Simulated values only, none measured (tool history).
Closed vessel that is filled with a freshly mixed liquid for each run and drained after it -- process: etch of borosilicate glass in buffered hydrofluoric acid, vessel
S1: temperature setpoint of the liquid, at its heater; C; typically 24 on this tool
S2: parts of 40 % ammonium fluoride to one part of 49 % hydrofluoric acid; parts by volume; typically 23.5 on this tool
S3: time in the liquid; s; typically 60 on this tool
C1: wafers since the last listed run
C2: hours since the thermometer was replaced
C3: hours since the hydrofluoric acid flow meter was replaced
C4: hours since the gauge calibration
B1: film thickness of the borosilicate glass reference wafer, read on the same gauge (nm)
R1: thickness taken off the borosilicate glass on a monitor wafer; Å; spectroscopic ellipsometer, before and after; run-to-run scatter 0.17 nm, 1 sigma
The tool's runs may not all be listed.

run 1 hour=0 | S1=24 S2=29 S3=60 | C1=0 C2=427.5 C3=1271.9 C4=232.4 | B1=150.02 | R1=292.8
run 2 hour=40.4 | S1=24 S2=29 S3=60 | C1=5323 C2=467.9 C3=1312.3 C4=272.8 | B1=150 | R1=296.4
run 3 hour=104.7 | S1=24 S2=29 S3=60 | C1=8473 C2=532.2 C3=1376.6 C4=337.1 | B1=150.03 | R1=290.2
run 4 hour=209.6 | S1=24 S2=30 S3=60 | C1=13823 C2=637.1 C3=1481.5 C4=442 | B1=150.01 | R1=288.6
run 5 hour=261.6 | S1=24 S2=30 S3=60 | C1=6852 C2=689.1 C3=1533.5 C4=494 | B1=150.02 | R1=289
run 6 hour=331.9 | S1=24 S2=23.5 S3=60 | C1=9264 C2=759.4 C3=1603.8 C4=564.3 | B1=149.99 | R1=342.8
run 7 hour=388.2 | S1=24 S2=23.5 S3=60 | C1=7419 C2=815.7 C3=1660.1 C4=620.6 | B1=150 | R1=343.5
run 8 hour=567.7 | S1=24 S2=23.5 S3=60 | C1=23654 C2=995.2 C3=1839.6 C4=800.1 | B1=149.99 | R1=345.6
run 9 hour=611.3 | S1=24 S2=23.5 S3=60 | C1=5745 C2=1038.8 C3=1883.2 C4=843.7 | B1=150 | R1=348.9
run 10 hour=698.2 | S1=24 S2=23.5 S3=60 | C1=11451 C2=1125.7 C3=1970.1 C4=930.6 | B1=150 | R1=349.3
run 11 hour=762.3 | S1=24 S2=28.5 S3=60 | C1=8447 C2=1189.8 C3=2034.2 C4=994.7 | B1=150.02 | R1=304.1
run 12 hour=862.7 | S1=26 S2=14.5 S3=30 | C1=13230 C2=1290.2 C3=2134.6 C4=1095.1 | B1=149.95 | R1=299.5
run 13 hour=952.8 | S1=24 S2=23.5 S3=60 | C1=11873 C2=1380.3 C3=2224.7 C4=1185.2 | B1=150.02 | R1=353.5
run 14 hour=1018.9 | S1=24 S2=23.5 S3=40 | C1=8710 C2=1446.4 C3=2290.8 C4=1251.3 | B1=150.01 | R1=235.8
run 15 hour=1067 | S1=24 S2=20.5 S3=75 | C1=6338 C2=1494.5 C3=2338.9 C4=1299.4 | B1=149.98 | R1=488.9
-- hour=1094.6 hydrofluoric acid flow meter replaced
-- hour=1154.8 thermometer replaced
-- hour=1166 gauge calibrated
run 16 hour=1208.3 | S1=24 S2=28.5 S3=60 | C1=18356 C2=53.5 C3=113.7 C4=42.3 | B1=150 | R1=292.9
run 17 hour=1298.6 | S1=19.5 S2=16.5 S3=90 | C1=11899 C2=143.8 C3=204 C4=132.6 | B1=149.99 | R1=529
run 18 hour=1389 | S1=24 S2=23.5 S3=50 | C1=11912 C2=234.2 C3=294.4 C4=223 | B1=150.02 | R1=277.1
run 19 hour=1448.2 | S1=26 S2=14.5 S3=30 | C1=7801 C2=293.4 C3=353.6 C4=282.2 | B1=150.03 | R1=288.8
run 20 hour=1540.2 | S1=28.5 S2=17 S3=45 | C1=12123 C2=385.4 C3=445.6 C4=374.2 | B1=150.01 | R1=418.6

Results per run with the tool's hidden condition removed, run-to-run variation unchanged:
The hidden state here: liquid hotter than its thermometer reads (K); hydrofluoric acid flow above the setpoint (%); gauge reads high (%).
run=1 R1=286.9
run=2 R1=289.8
run=3 R1=282.9
run=4 R1=280.2
run=5 R1=279.9
run=6 R1=331
run=7 R1=331
run=8 R1=330.3
run=9 R1=332.9
run=10 R1=332
run=11 R1=288.3
run=12 R1=283.1
run=13 R1=332.3
run=14 R1=221.1
run=15 R1=457.5
run=16 R1=291.7
run=17 R1=524.9
run=18 R1=273.8
run=19 R1=284.9
run=20 R1=411.2

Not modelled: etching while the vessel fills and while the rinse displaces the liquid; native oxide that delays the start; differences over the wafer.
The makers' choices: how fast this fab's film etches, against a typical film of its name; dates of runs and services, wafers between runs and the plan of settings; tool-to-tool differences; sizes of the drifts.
